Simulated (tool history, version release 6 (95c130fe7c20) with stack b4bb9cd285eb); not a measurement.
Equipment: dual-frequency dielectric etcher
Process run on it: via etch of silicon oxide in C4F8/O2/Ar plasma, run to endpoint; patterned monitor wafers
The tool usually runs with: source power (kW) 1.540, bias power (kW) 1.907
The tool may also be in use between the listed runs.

run,hour,source power (kW),bias power (kW),"incoming incoming film thickness, nm",endpoint time (s)
1,0.0,1.540,1.907,1264.1,319.1
2,39.1,1.380,2.128,1266.0,334.1
# hour 65.8: wet clean of the chamber
3,146.4,1.380,2.128,1266.4,318.0
4,252.7,1.540,1.907,1255.1,315.2
5,344.0,1.410,1.907,1262.8,330.0
6,391.9,1.410,1.907,1264.6,337.9
# hour 457.4: wet clean of the chamber
7,457.9,1.540,1.541,1255.7,322.2
8,505.5,1.540,1.541,1261.1,325.1
9,570.5,1.250,1.907,1272.5,347.4
10,656.6,1.820,2.061,1267.3,291.4
# hour 695.1: bias power generator calibrated
# hour 844.1: wet clean of the chamber
11,849.1,1.410,1.907,1254.2,319.3
12,894.5,1.420,1.719,1247.6,323.2
13,943.9,1.540,1.907,1267.7,318.1
14,995.5,1.540,1.907,1261.4,325.0
# hour 1055.9: upper electrode replaced
15,1056.4,1.540,1.907,1252.3,318.9
# hour 1224.6: source power generator calibrated
# hour 1231.3: wet clean of the chamber
16,1348.6,1.880,1.907,1269.0,299.2
17,1430.2,1.740,1.639,1250.5,317.9
18,1507.9,1.400,1.562,1261.5,350.9
19,1582.4,1.540,2.278,1275.8,318.1

What was the tool's hidden state at every run in the log?
source power that arrives over what is set, %: 0, the same for each run
bias power that arrives over what is set, %: 0, the same for each run
H1: etch rate over this chamber's usual, %
run,H1
1,-3.34
2,-3.83
3,-0.982
4,-2.31
5,-3.45
6,-4.05
7,0.324
8,-0.27
9,-1.08
10,-2.15
11,-0.284
12,-0.851
13,-1.47
14,-2.11
15,-2.87
16,-2.78
17,-3.8
18,-4.77
19,-5.7
